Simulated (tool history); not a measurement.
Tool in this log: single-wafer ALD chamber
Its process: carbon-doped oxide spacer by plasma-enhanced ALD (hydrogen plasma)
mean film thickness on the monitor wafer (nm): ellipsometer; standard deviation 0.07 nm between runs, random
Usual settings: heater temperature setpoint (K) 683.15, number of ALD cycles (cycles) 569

run	hour	heater temperature setpoint (K)	number of ALD cycles (cycles)	wafers since the last listed run	hours since the last thermocouple change	hours since the gauge calibration	read-back reference wafer on the same gauge, thickness_nm	mean film thickness on the monitor wafer (nm)
1	0.0	674.15	569	0	733.1	85.4	24.003	28.420
2	11.8	674.15	569	9	744.9	97.2	24.010	28.407
3	50.1	689.15	643	29	783.2	135.5	23.997	30.263
4	60.7	689.15	643	8	793.8	146.1	23.995	30.401
5	75.6	693.15	597	11	808.7	161.0	23.993	27.739
6	89.9	683.15	569	10	823.0	175.3	24.009	27.424
7	107.1	683.15	569	13	840.2	192.5	24.000	27.481
8	118.4	683.15	569	8	851.5	203.8	24.002	27.510
9	155.7	688.15	569	28	888.8	241.1	23.996	27.003
10	173.3	683.15	569	13	906.4	258.7	23.996	27.463
11	187.5	683.15	569	10	920.6	272.9	24.000	27.376
12	200.9	683.15	617	10	934.0	286.3	24.003	29.612
13	217.1	695.15	569	12	950.2	302.5	23.992	26.201
14	233.5	695.15	569	12	966.6	318.9	23.996	26.367
# hour 235.8: gauge calibrated
15	239.7	695.15	569	4	972.8	3.9	23.995	26.229
16	251.4	683.15	569	8	984.5	15.6	24.000	27.418
17	263.9	670.15	569	9	997.0	28.1	24.003	28.761
18	277.6	694.15	602	10	1010.7	41.8	23.993	27.837
19	294.5	672.15	477	12	1027.6	58.7	23.993	23.927
20	311.8	683.15	617	13	1044.9	76.0	23.998	29.783
# hour 326.2: thermocouple changed; heater temperature recalibrated
21	361.1	696.15	534	31	34.9	125.3	23.998	25.595
22	373.7	695.15	610	9	47.5	137.9	23.997	29.446
23	391.0	683.15	512	13	64.8	155.2	24.005	25.654
24	407.6	683.15	569	12	81.4	171.8	24.002	28.523
# hour 422.1: thermocouple changed; heater temperature recalibrated, repeated, since the last time left the tool worse
25	422.6	683.15	671	5	0.5	186.8	24.003	32.925
26	432.8	683.15	676	7	10.7	197.0	24.007	33.037
27	446.6	683.15	619	10	24.5	210.8	23.993	30.144
28	462.1	690.15	569	11	40.0	226.3	24.009	27.129
29	479.7	683.15	569	13	57.6	243.9	24.006	27.838
30	528.8	692.15	681	37	106.7	293.0	23.991	32.115
31	544.0	683.15	501	11	121.9	308.2	24.013	24.351
32	552.6	696.15	600	6	130.5	316.8	24.008	27.845

Entry by entry between the runs, the difference in hidden state between the last listed run before and the first listed run after:
Runs 14 to 15: gauge calibrated (hour 235.8)
  no difference in the tool's unlogged condition between these two runs
  measured result minus the result with no hidden state, mean film thickness on the monitor wafer (nm): -0.404 -> -0.402
Runs 20 to 21: thermocouple changed; heater temperature recalibrated (hour 326.2)
  wafer temperature above the value expected at the setpoint (K): 4.15 -> -7.4
  measured result minus the result with no hidden state, mean film thickness on the monitor wafer (nm): -0.442 -> +0.681
Runs 24 to 25: thermocouple changed; heater temperature recalibrated, repeated, since the last time left the tool worse (hour 422.1)
  wafer temperature above the value expected at the setpoint (K): -6.91 -> -0.0228
  measured result minus the result with no hidden state, mean film thickness on the monitor wafer (nm): +0.678 -> +0.003

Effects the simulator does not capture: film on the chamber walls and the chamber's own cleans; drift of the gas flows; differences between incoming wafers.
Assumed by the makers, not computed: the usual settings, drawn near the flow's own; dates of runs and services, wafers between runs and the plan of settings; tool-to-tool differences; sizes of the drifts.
